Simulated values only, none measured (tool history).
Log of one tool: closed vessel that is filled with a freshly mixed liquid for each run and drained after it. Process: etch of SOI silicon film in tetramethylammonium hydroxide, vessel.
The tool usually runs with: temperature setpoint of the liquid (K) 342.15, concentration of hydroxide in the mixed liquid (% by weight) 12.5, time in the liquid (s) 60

run    hour  temperature setpoint of the liquid (K)  concentration of hydroxide in the mixed liquid (% by weight)  time in the liquid (s)  wafers since the last listed run  hours since the thermometer was replaced  hours since the hydroxide flow meter was replaced  hours since the gauge calibration  read-back film thickness of the SOI silicon film reference wafer, read on the same gauge (nm)  thickness taken off the SOI silicon film on a monitor wafer (Å)
  1       0                                  342.15                                                          12.5                      70                                 0                                      1638                                               62.4                               2136                                                                                          59.99                                                           4763.9
  2      65                                  342.15                                                          12.5                      60                              5529                                      1703                                              127.4                               2201                                                                                          59.96                                                           4113.3
  3   154.9                                  342.15                                                          12.5                      60                              7647                                    1792.9                                              217.3                             2290.9                                                                                             60                                                           4114.2
  4   203.3                                  342.15                                                          12.5                      60                              4117                                    1841.3                                              265.7                             2339.3                                                                                          59.96                                                           4109.7
  5   250.4                                  342.15                                                          12.5                      60                              4006                                    1888.4                                              312.8                             2386.4                                                                                          60.02                                                           4136.9
  6   298.4                                  342.15                                                          12.5                      60                              4082                                    1936.4                                              360.8                             2434.4                                                                                          59.99                                                           4136.4
  7   364.7                                  342.15                                                            11                      60                              5639                                    2002.7                                              427.1                             2500.7                                                                                          59.98                                                           4350.5
  8   458.7                                  342.15                                                            11                      60                              7995                                    2096.7                                              521.1                             2594.7                                                                                          60.04                                                           4375.9
  9   560.7                                  335.65                                                          15.5                      60                              8676                                    2198.7                                              623.1                             2696.7                                                                                          60.02                                                             2581
 10   624.1                                  342.15                                                            10                      60                              5392                                    2262.1                                              686.5                             2760.1                                                                                          59.97                                                           4571.4
      639.9  -- hydroxide flow meter replaced
 11   670.7                                  342.15                                                          12.5                      35                              3878                                    2308.7                                               30.8                             2806.7                                                                                          60.06                                                           2378.4
 12   760.6                                  345.65                                                          12.5                      50                              7647                                    2398.6                                              120.7                             2896.6                                                                                          60.04                                                           4200.4
 13   820.3                                  348.15                                                            14                      30                              5078                                    2458.3                                              180.4                             2956.3                                                                                          60.02                                                           2757.7
 14   885.2                                  342.15                                                          12.5                      60                              5520                                    2523.2                                              245.3                             3021.2                                                                                          59.98                                                             4136
 15   981.9                                  342.15                                                          12.5                      60                              8225                                    2619.9                                                342                             3117.9                                                                                          60.03                                                           4140.4
 16  1043.3                                  342.15                                                            16                      35                              5222                                    2681.3                                              403.4                             3179.3                                                                                          59.97                                                           2158.9
 17    1097                                  342.15                                                          12.5                      80                              4567                                      2735                                              457.1                               3233                                                                                          60.01                                                           5551.1
     1123.3  -- gauge calibrated
 18  1138.1                                  342.15                                                          12.5                      60                              3496                                    2776.1                                              498.2                               14.8                                                                                          60.02                                                           4175.2
     1230.1  -- thermometer replaced
 19  1235.4                                  342.15                                                          12.5                      40                              8191                                       5.3                                              595.5                              112.1                                                                                             60                                                           2822.1
     1272.5  -- hydroxide flow meter replaced
 20  1289.8                                  342.15                                                          12.5                      85                              4542                                      59.7                                               17.3                              166.5                                                                                          59.98                                                           5777.9
 21    1378                                  342.15                                                          12.5                      60                              7502                                     147.9                                              105.5                              254.7                                                                                             60                                                           4102.4
 22  1479.6                                  342.15                                                          12.5                      60                              8642                                     249.5                                              207.1                              356.3                                                                                          60.01                                                           4084.1
 23  1571.3                                  342.15                                                          12.5                      90                              7800                                     341.2                                              298.8                                448                                                                                          60.01                                                           6207.1
 24  1675.5                                  342.15                                                          12.5                      60                              8863                                     445.4                                                403                              552.2                                                                                          60.03                                                           4160.9
 25  1751.7                                  350.15                                                           9.5                      80                              6481                                     521.6                                              479.2                              628.4                                                                                          59.98                                                             9796
 26  1789.6                                  342.15                                                          12.5                      60                              3223                                     559.5                                              517.1                              666.3                                                                                          60.03                                                           4182.3
 27  1866.1                                  334.65                                                          12.5                      60                              6507                                       636                                              593.6                              742.8                                                                                          60.01                                                           2665.3
 28  1909.6                                  342.15                                                          12.5                      80                              3700                                     679.5                                              637.1                              786.3                                                                                          59.97                                                           5603.8
 29  1950.9                                  342.15                                                             9                      60                              3513                                     720.8                                              678.4                              827.6                                                                                          60.05                                                           4767.3
 30  2012.5                                  342.15                                                          12.5                      60                              5239                                     782.4                                                740                              889.2                                                                                          60.02                                                           4239.5
     2013.7  -- hydroxide flow meter replaced
 31    2089                                  336.15                                                            15                      80                              6422                                     858.9                                               75.3                              965.7                                                                                          60.03                                                           3470.4
 32  2141.7                                  335.65                                                          15.5                      70                              4482                                     911.6                                                128                             1018.4                                                                                          59.94                                                           2912.9
 33  2225.6                                  337.65                                                           8.5                      45                              7136                                     995.5                                              211.9                             1102.3                                                                                          60.01                                                           2726.8
 34  2276.7                                  348.15                                                             9                      40                              4346                                    1046.6                                                263                             1153.4                                                                                          60.01                                                           4404.7

Forecast each of these 4 alternatives for the next run:
  A  2277.4                                  342.15                                                          12.5                      60                                59                                    1047.3                                              263.7                             1154.1                                                                                              ?                                                                ?
  B  2277.4                                  347.15                                                          12.5                      70                                59                                    1047.3                                              263.7                             1154.1                                                                                              ?                                                                ?
  C  2277.4                                  335.15                                                            11                      60                                59                                    1047.3                                              263.7                             1154.1                                                                                              ?                                                                ?
  D  2277.4                                  342.15                                                           9.5                      60                                59                                    1047.3                                              263.7                             1154.1                                                                                              ?                                                                ?

run  read-back film thickness of the SOI silicon film reference wafer, read on the same gauge (nm)  thickness taken off the SOI silicon film on a monitor wafer (Å)
  A                                                                                          59.96                                                           4109.9
  B                                                                                          59.96                                                           6414.4
  C                                                                                          59.96                                                           2826.9
  D                                                                                          59.96                                                           4551.1
Without the tool's hidden state the same runs would have given:
run  thickness taken off the SOI silicon film on a monitor wafer (Å)
  A                                                           4044.5
  B                                                           6312.2
  C                                                           2789.1
  D                                                           4485.1
